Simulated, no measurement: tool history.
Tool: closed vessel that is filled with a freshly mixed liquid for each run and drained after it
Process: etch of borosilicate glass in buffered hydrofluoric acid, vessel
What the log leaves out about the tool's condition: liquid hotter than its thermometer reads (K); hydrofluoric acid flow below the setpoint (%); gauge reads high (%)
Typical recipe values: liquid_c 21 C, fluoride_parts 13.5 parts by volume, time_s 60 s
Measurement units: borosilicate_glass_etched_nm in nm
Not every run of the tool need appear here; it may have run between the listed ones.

run    day  liquid_c  fluoride_parts  time_s  wafers since the last listed run  hours since the thermometer was replaced  hours since the hydrofluoric acid flow meter was replaced  hours since the gauge calibration  read-back film thickness of the borosilicate glass reference wafer, read on the same gauge (nm)  borosilicate_glass_etched_nm
  1      0        22            13.5      60                                 0                                      1809                                                      686.1                              154.4                                                                                            49.99                          44.9
  2  0.796        21            13.5      60                              1464                                    1828.1                                                      705.2                              173.5                                                                                               50                         43.26
  3  1.338        21            13.5      60                               996                                    1841.1                                                      718.2                              186.5                                                                                            50.01                         43.05
  4  2.321        21            13.5      60                              1809                                    1864.7                                                      741.8                              210.1                                                                                            50.02                         42.59
     2.946  -- gauge calibrated
  5  3.246        21              10      60                              1702                                    1886.9                                                        764                                7.2                                                                                            49.99                         56.98
     3.421  -- thermometer replaced
  6  4.304        21              10      60                              1870                                      21.2                                                      789.4                               32.6                                                                                            50.06                         56.85
     4.704  -- hydrofluoric acid flow meter replaced
  7  4.921        21            13.5      60                              1058                                        36                                                        5.2                               47.4                                                                                            49.99                         39.31
  8  5.708        17              18      85                              1449                                      54.9                                                       24.1                               66.3                                                                                            50.01                         33.97
       6.4  -- hydrofluoric acid flow meter replaced, repeated, since the last time left the tool worse
  9  6.529        23              15      85                              1433                                      74.6                                                        3.1                                 86                                                                                               50                         65.38
 10  7.454        21            13.5      60                              1702                                      96.8                                                       25.3                              108.2                                                                                            49.96                         45.84
 11  8.025        23            13.5      75                              1050                                     110.5                                                         39                              121.9                                                                                            49.96                         64.36
 12  8.546        21            11.5      60                               958                                       123                                                       51.5                              134.4                                                                                            50.01                         53.99
 13  9.067        17              16      60                               958                                     135.5                                                         64                              146.9                                                                                            50.04                         31.07
 14  9.617        21            13.5      60                              1012                                     148.7                                                       77.2                              160.1                                                                                            49.96                         45.61

What if the next run were any one of these 4? Each begins from the tool's condition after run 14:
  A  9.646      17.5            13.5      60                                53                                     149.4                                                       77.9                              160.8                                                                                                ?                             ?
  B  9.646        17              12      45                                53                                     149.4                                                       77.9                              160.8                                                                                                ?                             ?
  C  9.646      25.5            11.5      60                                53                                     149.4                                                       77.9                              160.8                                                                                                ?                             ?
  D  9.646        21            18.5      60                                53                                     149.4                                                       77.9                              160.8                                                                                                ?                             ?

run  read-back film thickness of the borosilicate glass reference wafer, read on the same gauge (nm)  borosilicate_glass_etched_nm
  A                                                                                            49.97                         37.89
  B                                                                                            49.97                         31.06
  C                                                                                            49.97                          68.6
  D                                                                                            49.97                         33.62
Had the tool no hidden state, the same runs would have come out as:
run  borosilicate_glass_etched_nm
  A                         38.26
  B                         31.36
  C                         69.28
  D                         33.95

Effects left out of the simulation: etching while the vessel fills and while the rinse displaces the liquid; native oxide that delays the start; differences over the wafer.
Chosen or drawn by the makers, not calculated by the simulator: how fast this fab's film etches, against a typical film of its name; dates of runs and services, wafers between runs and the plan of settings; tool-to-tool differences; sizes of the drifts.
